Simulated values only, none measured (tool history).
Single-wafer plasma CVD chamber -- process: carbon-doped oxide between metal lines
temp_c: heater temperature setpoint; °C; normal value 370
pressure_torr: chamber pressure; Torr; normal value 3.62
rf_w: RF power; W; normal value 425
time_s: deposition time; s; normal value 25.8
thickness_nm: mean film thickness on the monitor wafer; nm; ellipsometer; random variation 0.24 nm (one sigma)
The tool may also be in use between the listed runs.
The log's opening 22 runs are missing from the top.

run   hour  temp_c  pressure_torr  rf_w  time_s  wafers since the last listed run  hours since the last thermocouple change  hours since the last RF generator calibration  hours since the last manometer calibration  hours since the showerhead was replaced  hours since the gauge calibration  read-back reference wafer on the same gauge, thickness_nm  thickness_nm
 23  746.0     383           3.22   385    29.3                               683                                     265.3                                          538.7                                       623.7                                    735.0                              257.6                                                     93.993        97.796
 24  773.4     377           3.11   425    25.8                               602                                     292.7                                          566.1                                       651.1                                    762.4                              285.0                                                     94.028        96.085
 25  826.1     370           3.62   425    25.8                              1158                                     345.4                                          618.8                                       703.8                                    815.1                              337.7                                                     94.033        98.731
 26  846.4     356           2.86   475    29.3                               446                                     365.7                                          639.1                                       724.1                                    835.4                              358.0                                                     94.009       125.495
 27  879.6     370           3.62   425    25.8                               729                                     398.9                                          672.3                                       757.3                                    868.6                              391.2                                                     93.997        98.269
 28  902.0     370           3.62   425    25.8                               492                                     421.3                                          694.7                                       779.7                                    891.0                              413.6                                                     94.007        98.168
 29  927.3     358           2.74   510    22.0                               556                                     446.6                                          720.0                                       805.0                                    916.3                              438.9                                                     94.017        99.090
 30  949.4     370           3.62   425    25.8                               485                                     468.7                                          742.1                                       827.1                                    938.4                              461.0                                                     93.994        98.306

Forecast each of these 3 alternatives for the next run:
  A  949.8     370           3.62   425    30.8                                 8                                     469.1                                          742.5                                       827.5                                    938.8                              461.4                                                          ?             ?
  B  949.8     360           2.82   425    24.3                                 8                                     469.1                                          742.5                                       827.5                                    938.8                              461.4                                                          ?             ?
  C  949.8     357           3.62   425    28.8                                 8                                     469.1                                          742.5                                       827.5                                    938.8                              461.4                                                          ?             ?

run  read-back reference wafer on the same gauge, thickness_nm  thickness_nm
  A                                                     93.974       117.148
  B                                                     93.974        93.142
  C                                                     93.974       113.089
Stripped of hidden state, with their random variation kept, the same runs would have yielded:
run  thickness_nm
  A       120.595
  B        95.882
  C       116.416
